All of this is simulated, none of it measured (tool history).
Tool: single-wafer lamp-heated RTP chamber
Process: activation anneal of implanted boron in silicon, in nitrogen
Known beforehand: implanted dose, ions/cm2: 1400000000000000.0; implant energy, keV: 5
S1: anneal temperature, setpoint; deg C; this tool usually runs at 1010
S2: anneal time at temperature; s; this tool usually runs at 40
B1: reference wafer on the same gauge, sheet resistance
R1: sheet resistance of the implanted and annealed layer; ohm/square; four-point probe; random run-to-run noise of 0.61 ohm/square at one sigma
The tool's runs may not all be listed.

Run 1, hour 0: usual settings; B1 138.91. Result: R1 134 ohm/square.
Run 2, hour 29.8: usual settings; B1 139.07. Result: R1 132.12 ohm/square.
Run 3, hour 52.2: usual settings but S1 1022 deg C; B1 139.02. Result: R1 124.35 ohm/square.
Run 4, hour 68.4: usual settings but S1 1022 deg C; B1 138.9. Result: R1 124.99 ohm/square.
Run 5, hour 100.7: usual settings but S2 55 s; B1 138.95. Result: R1 127.38 ohm/square.
Run 6, hour 112.8: usual settings but S1 993 deg C; B1 139. Result: R1 146.75 ohm/square.
Run 7, hour 142.5: usual settings but S1 993 deg C; B1 139.04. Result: R1 147.18 ohm/square.
Run 8, hour 167: usual settings; B1 138.95. Result: R1 132.7 ohm/square.
Run 9, hour 199.3: usual settings; B1 138.99. Result: R1 132.52 ohm/square.
At hour 224.4: gauge calibrated.
Run 10, hour 234.8: usual settings; B1 138.93. Result: R1 132.81 ohm/square.
Run 11, hour 261.2: usual settings; B1 139.11. Result: R1 134.07 ohm/square.
At hour 276.4: reflector plate cleaned.
Run 12, hour 276.9: usual settings; B1 139.02. Result: R1 132.59 ohm/square.
Run 13, hour 298.8: usual settings; B1 138.98. Result: R1 133.84 ohm/square.
At hour 320.8: pyrometer window cleaned and pyrometer calibrated.
Run 14, hour 328.8: usual settings but S1 989 deg C; B1 139.15. Result: R1 150.86 ohm/square.
Run 15, hour 354: usual settings but S1 994 deg C, S2 50 s; B1 139.07. Result: R1 142.76 ohm/square.
Run 16, hour 366.2: usual settings but S1 993 deg C, S2 18 s; B1 139. Result: R1 162.12 ohm/square.
Run 17, hour 473.7: usual settings; B1 139. Result: R1 133.42 ohm/square.
Run 18, hour 500.2: usual settings; B1 139.12. Result: R1 132.6 ohm/square.
Run 19, hour 515.3: usual settings but S1 996 deg C, S2 58 s; B1 138.85. Result: R1 138.16 ohm/square.
Run 20, hour 543.1: usual settings but S2 24 s; B1 139.01. Result: R1 142.19 ohm/square.
Run 21, hour 607.6: usual settings; B1 139.02. Result: R1 132.77 ohm/square.
Run 22, hour 635.3: usual settings but S1 1024 deg C, S2 54 s; B1 139. Result: R1 117.46 ohm/square.
Run 23, hour 666.6: usual settings but S2 59 s; B1 138.87. Result: R1 126 ohm/square.
Run 24, hour 743.5: usual settings; B1 139.05. Result: R1 133.04 ohm/square.
Run 25, hour 777: usual settings but S1 988 deg C, S2 62 s; B1 139.09. Result: R1 144.04 ohm/square.
Run 26, hour 801.8: usual settings but S1 1030 deg C, S2 30 s; B1 138.96. Result: R1 122.88 ohm/square.
Run 27, hour 826.9: usual settings but S1 992 deg C, S2 30 s; B1 139.19. Result: R1 152.85 ohm/square.
Run 28, hour 861.1: usual settings but S2 57 s; B1 139.07. Result: R1 126.15 ohm/square.
Run 29, hour 888.1: usual settings but S1 1037 deg C, S2 54 s; B1 139.08. Result: R1 107.05 ohm/square.
At hour 905.1: pyrometer window cleaned and pyrometer calibrated.
Run 30, hour 910: usual settings but S1 991 deg C; B1 138.94. Result: R1 148.91 ohm/square.
Run 31, hour 923.1: usual settings; B1 139.09. Result: R1 133.88 ohm/square.
Run 32, hour 948.9: usual settings but S1 1022 deg C, S2 24 s; B1 139.02. Result: R1 133.9 ohm/square.
Run 33, hour 977.8: usual settings; B1 139.08. Result: R1 132.1 ohm/square.
Run 34, hour 997.9: usual settings but S1 1002 deg C, S2 32 s; B1 138.88. Result: R1 142.22 ohm/square.
Run 35, hour 1016.1: usual settings but S1 1033 deg C, S2 33 s; B1 138.93. Result: R1 120.42 ohm/square.
Run 36, hour 1033: usual settings but S1 997 deg C, S2 19 s; B1 138.94. Result: R1 156.22 ohm/square.

Each row is a separate what-if for the run after 36, all from the same tool condition, not one after another. Results?
Run A, hour 1033.4: usual settings but S2 47 s; B1 ?. Result: R1 ?.
Run B, hour 1033.4: usual settings but S1 1024 deg C, S2 52 s; B1 ?. Result: R1 ?.
Run C, hour 1033.4: usual settings but S2 53 s; B1 ?. Result: R1 ?.
Run D, hour 1033.4: usual settings but S1 1032 deg C, S2 47 s; B1 ?. Result: R1 ?.
Run E, hour 1033.4: usual settings but S1 983 deg C, S2 28 s; B1 ?. Result: R1 ?.

run      B1      R1
  A  139.01  130.54
  B  139.01  118.25
  C  139.01  128.29
  D  139.01  114.32
  E  139.01     163
Take away the tool's hidden state, keep each run's random variation, and the runs would have read:
run      R1
  A  130.54
  B  118.25
  C  128.29
  D  114.32
  E     163
